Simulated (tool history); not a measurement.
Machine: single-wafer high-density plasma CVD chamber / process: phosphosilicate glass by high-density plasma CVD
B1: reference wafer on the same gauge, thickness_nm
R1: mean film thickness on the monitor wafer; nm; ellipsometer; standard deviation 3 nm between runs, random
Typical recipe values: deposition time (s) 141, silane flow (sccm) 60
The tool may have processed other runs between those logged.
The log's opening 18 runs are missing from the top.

{"run": 19, "hour": 489.5, "deposition time (s)": 141, "silane flow (sccm)": 60, "B1": 771.301, "R1": 864.777}
{"run": 20, "hour": 522.8, "deposition time (s)": 141, "silane flow (sccm)": 60, "B1": 771.33, "R1": 855.812}
{"run": 21, "hour": 553.0, "deposition time (s)": 141, "silane flow (sccm)": 60, "B1": 771.004, "R1": 859.55}
{"hour": 561.2, "done": "silane flow controller replaced"}
{"run": 22, "hour": 587.4, "deposition time (s)": 141, "silane flow (sccm)": 60, "B1": 770.505, "R1": 820.932}
{"run": 23, "hour": 600.8, "deposition time (s)": 141, "silane flow (sccm)": 60, "B1": 771.418, "R1": 817.502}
{"run": 24, "hour": 625.4, "deposition time (s)": 141, "silane flow (sccm)": 69, "B1": 770.642, "R1": 936.234}
{"run": 25, "hour": 681.3, "deposition time (s)": 141, "silane flow (sccm)": 60, "B1": 771.093, "R1": 821.712}
{"run": 26, "hour": 703.8, "deposition time (s)": 155, "silane flow (sccm)": 63, "B1": 771.018, "R1": 945.797}
{"run": 27, "hour": 736.6, "deposition time (s)": 141, "silane flow (sccm)": 52, "B1": 771.026, "R1": 708.269}
{"run": 28, "hour": 756.7, "deposition time (s)": 141, "silane flow (sccm)": 60, "B1": 771.146, "R1": 818.48}
{"run": 29, "hour": 773.1, "deposition time (s)": 150, "silane flow (sccm)": 48, "B1": 771.255, "R1": 698.682}
{"run": 30, "hour": 800.9, "deposition time (s)": 163, "silane flow (sccm)": 52, "B1": 771.19, "R1": 819.597}
{"run": 31, "hour": 835.7, "deposition time (s)": 148, "silane flow (sccm)": 54, "B1": 770.956, "R1": 778.906}
{"run": 32, "hour": 850.8, "deposition time (s)": 141, "silane flow (sccm)": 49, "B1": 771.415, "R1": 671.463}
{"run": 33, "hour": 883.1, "deposition time (s)": 122, "silane flow (sccm)": 52, "B1": 771.073, "R1": 614.631}
{"run": 34, "hour": 917.9, "deposition time (s)": 122, "silane flow (sccm)": 52, "B1": 771.309, "R1": 618.317}
{"run": 35, "hour": 946.0, "deposition time (s)": 141, "silane flow (sccm)": 60, "B1": 770.934, "R1": 817.568}
{"run": 36, "hour": 980.6, "deposition time (s)": 149, "silane flow (sccm)": 53, "B1": 770.986, "R1": 764.275}
{"run": 37, "hour": 1002.6, "deposition time (s)": 129, "silane flow (sccm)": 68, "B1": 771.017, "R1": 850.366}
{"run": 38, "hour": 1019.8, "deposition time (s)": 167, "silane flow (sccm)": 60, "B1": 771.06, "R1": 971.662}
{"run": 39, "hour": 1044.0, "deposition time (s)": 128, "silane flow (sccm)": 51, "B1": 770.644, "R1": 634.636}

What if the next run were any one of these 3? Each begins from the tool's condition after run 39:
{"run": "A", "hour": 1044.4, "deposition time (s)": 115, "silane flow (sccm)": 60, "B1": "?", "R1": "?"}
{"run": "B", "hour": 1044.4, "deposition time (s)": 132, "silane flow (sccm)": 63, "B1": "?", "R1": "?"}
{"run": "C", "hour": 1044.4, "deposition time (s)": 120, "silane flow (sccm)": 60, "B1": "?", "R1": "?"}

run=A B1=771.127 R1=671.904
run=B B1=771.127 R1=808.981
run=C B1=771.127 R1=701.118
Without the tool's hidden state the same runs would have given:
run=A R1=669.823
run=B R1=806.475
run=C R1=698.946
